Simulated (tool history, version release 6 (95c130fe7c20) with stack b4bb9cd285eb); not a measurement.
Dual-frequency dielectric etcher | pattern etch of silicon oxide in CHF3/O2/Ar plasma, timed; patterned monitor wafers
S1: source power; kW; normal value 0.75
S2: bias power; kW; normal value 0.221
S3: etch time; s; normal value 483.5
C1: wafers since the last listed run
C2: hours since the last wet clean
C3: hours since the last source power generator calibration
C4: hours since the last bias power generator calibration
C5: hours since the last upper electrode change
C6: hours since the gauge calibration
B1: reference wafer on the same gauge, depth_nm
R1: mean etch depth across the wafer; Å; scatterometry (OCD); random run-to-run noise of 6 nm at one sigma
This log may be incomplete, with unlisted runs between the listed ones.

run    hour    S1     S2     S3   C1     C2      C3      C4      C5      C6     B1     R1
  1       0  0.75  0.221  483.5    0  200.4  2160.1  3708.8  5059.3   527.1  930.9  11182
  2    73.2  0.75  0.221  483.5  318  273.6  2233.3    3782  5132.5   600.3  929.6  11098
  3   157.4  0.75  0.221  483.5  365  357.8  2317.5  3866.2  5216.7   684.5  930.2  11003
  4   251.7  0.75  0.221  483.5  409  452.1  2411.8  3960.5    5311   778.8  929.1  10972
  5     291  0.75  0.221  483.5  170  491.4  2451.1  3999.8  5350.3   818.1  930.4  10943
      361.7  -- wet clean of the chamber
      388.4  -- source power generator calibrated
  6   397.9  0.75  0.221  483.5  342   36.2     9.5  4106.7  5457.2     925  930.6  11279
  7   481.7  0.75  0.221    557  364    120    93.3  4190.5    5541  1008.8  930.1  12812
      553.6  -- upper electrode replaced, of another model than before
  8   557.7  0.75  0.221    557  225    196   169.3  4266.5     4.1  1084.8  929.8  12668
      626.6  -- gauge calibrated
  9   638.8  0.85  0.203    410  352  277.1   250.4  4347.6    85.2    12.2  930.1   9840
        696  -- bias power generator calibrated
 10     733  0.75  0.221  483.5  391  371.3   344.6      37   179.4   106.4  929.3  10856
 11   790.7  0.75  0.221  483.5  250    429   402.3    94.7   237.1   164.1  930.2  10870
      913.4  -- wet clean of the chamber
 12   913.9  0.88  0.221  400.5  431    0.5   525.5   217.9   360.3   287.3  930.1  10136
 13   946.1  0.75  0.221  483.5  139   32.7   557.7   250.1   392.5   319.5  930.3  11199
 14  1000.7  0.75    0.2  483.5  237   87.3   612.3   304.7   447.1   374.1  929.2  10927
 15  1053.9  0.86  0.204  483.5  231  140.5   665.5   357.9   500.3   427.3  929.5  11789
 16    1114  0.62  0.254    619  261  200.6   725.6     418   560.4   487.4    930  13031

Branching from run 16: 4 alternative next runs. What would each branch give?
  A  1114.6  0.75  0.221  483.5   2  201.2  726.2  418.6  561  488   ?   ?
  B  1114.6  0.84  0.194  522.5   2  201.2  726.2  418.6  561  488   ?   ?
  C  1114.6  0.75  0.248  385.5   2  201.2  726.2  418.6  561  488   ?   ?
  D  1114.6  0.87  0.221  610.5   2  201.2  726.2  418.6  561  488   ?   ?

run     B1     R1
  A  930.5  11123
  B  930.5  12462
  C  930.5   9122
  D  930.5  15300
Had the tool no hidden state, the same runs would have come out as:
run     R1
  A  11256
  B  12611
  C   9231
  D  15483

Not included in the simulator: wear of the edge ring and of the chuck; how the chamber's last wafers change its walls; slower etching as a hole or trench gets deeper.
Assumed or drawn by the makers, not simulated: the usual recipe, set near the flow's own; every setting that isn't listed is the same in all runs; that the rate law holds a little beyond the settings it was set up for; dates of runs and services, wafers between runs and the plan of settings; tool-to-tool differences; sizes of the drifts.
